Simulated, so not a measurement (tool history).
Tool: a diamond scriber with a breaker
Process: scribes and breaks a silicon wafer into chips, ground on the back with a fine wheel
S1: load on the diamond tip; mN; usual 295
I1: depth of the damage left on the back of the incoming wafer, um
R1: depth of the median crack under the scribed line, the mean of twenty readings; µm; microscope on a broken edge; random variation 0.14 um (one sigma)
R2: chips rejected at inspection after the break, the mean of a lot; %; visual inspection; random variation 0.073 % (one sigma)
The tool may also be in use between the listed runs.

run	day	S1	I1	R1	R2
1	0.000	295	2.45	8.19	4.21
2	3.842	361	2.05	9.60	1.55
3	7.708	345	1.85	8.71	1.51
4	9.896	345	2.97	8.94	4.02
# day 11.025: diamond tip replaced by a new one
5	11.533	252	2.30	7.13	10.90
6	14.492	252	2.21	6.78	12.18
7	16.738	295	1.88	7.86	4.60
8	21.196	295	1.67	7.36	5.52
9	22.971	295	2.63	7.43	9.04
10	25.762	295	1.54	7.59	6.32
11	28.271	295	1.68	7.33	6.94
12	30.238	295	2.09	7.35	7.79
# day 31.442: load on the tip recalibrated
13	33.004	295	1.97	8.41	2.78
14	34.912	251	2.39	6.84	10.92
15	38.788	277	2.70	7.41	10.09
16	42.083	277	1.64	7.01	7.50
17	43.883	277	1.93	6.92	8.92
18	46.192	275	2.64	6.97	12.55
19	50.646	275	2.76	7.03	14.09
# day 51.821: diamond tip replaced by a new one
20	53.738	295	2.98	7.92	7.31
21	56.638	234	2.62	6.11	20.72
22	59.804	350	2.86	8.96	3.52
# day 60.117: load on the tip recalibrated
23	64.054	264	2.97	7.66	10.40
24	67.567	250	1.58	6.77	10.64
25	71.300	371	1.53	9.54	1.14
26	74.479	295	2.85	7.60	8.26
27	77.446	295	1.74	7.48	5.97
28	79.262	370	1.83	9.15	1.38
29	81.529	266	1.96	6.76	14.14
# day 83.229: diamond tip replaced by a new one
30	83.462	367	2.91	9.68	3.28
31	86.117	344	2.40	8.97	2.46
32	87.967	255	1.54	6.79	11.46
# day 88.900: load on the tip recalibrated
33	92.033	295	2.34	8.67	3.19
34	95.192	212	3.00	5.93	27.07
35	96.846	381	2.35	10.00	2.53
36	99.688	254	1.56	6.84	10.78
37	102.733	366	2.31	9.37	1.87
38	105.967	338	2.72	8.46	4.24
39	107.746	329	2.74	8.24	5.26
40	111.350	295	1.78	7.51	7.28

Forecast each of these 5 alternatives for the next run:
A	111.379	295	1.62	?	?
B	111.379	365	1.62	?	?
C	111.379	258	1.62	?	?
D	111.379	226	1.62	?	?
E	111.379	224	1.62	?	?

run	R1	R2
A	7.38	6.53
B	8.93	1.26
C	6.49	13.83
D	5.68	23.88
E	5.62	24.65
Without the tool's hidden state the same runs would have given:
run	R1	R2
A	9.21	1.11
B	11.15	4.66
C	8.11	3.01
D	7.09	8.56
E	7.02	9.07
